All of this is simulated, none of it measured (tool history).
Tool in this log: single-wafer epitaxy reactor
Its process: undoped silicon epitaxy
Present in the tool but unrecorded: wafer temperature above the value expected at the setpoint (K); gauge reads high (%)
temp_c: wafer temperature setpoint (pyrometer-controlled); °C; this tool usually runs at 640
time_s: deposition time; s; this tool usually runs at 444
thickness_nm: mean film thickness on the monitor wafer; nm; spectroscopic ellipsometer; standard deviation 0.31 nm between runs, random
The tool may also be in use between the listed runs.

run	hour	temp_c	time_s	wafers since the last listed run	hours since the last pyrometer calibration	hours since the gauge calibration	read-back reference wafer on the same gauge, thickness_nm	thickness_nm
1	0	650	444	0	1327.3	172.7	51.79	68.403
2	48	650	444	147	1375.3	220.7	51.996	68.188
3	137.5	640	444	274	1464.8	310.2	51.766	55.781
4	227.2	634	426	274	1554.5	399.9	51.67	47.488
5	320.8	634	426	286	1648.1	493.5	51.636	47.227
6	369.9	634	426	150	1697.2	542.6	51.767	47.191
7	455.6	640	444	262	1782.9	628.3	51.487	55.259
8	561.7	640	444	325	1889	734.4	51.289	55.337
9	652.3	629	385	277	1979.6	825	51.357	38.655
10	732.7	640	444	246	2060	905.4	50.999	55.095
11	836.7	644	375	318	2164	1009.4	50.752	49.805
12	880.4	646	489	133	2207.7	1053.1	50.857	66.766
13	1061.4	626	399	554	2388.7	1234.1	50.143	36.841
14	1149.8	640	444	270	2477.1	1322.5	50.056	54.156

Run 15 has not been measured yet. What should we expect?
15	1253.5	627	485	317	2580.8	1426.2	?	?

{"run 15": {"read-back reference wafer on the same gauge, thickness_nm": 49.795, "thickness_nm": 45.297}}
Without the tool's hidden state the same run would have given thickness_nm 47.409 nm.
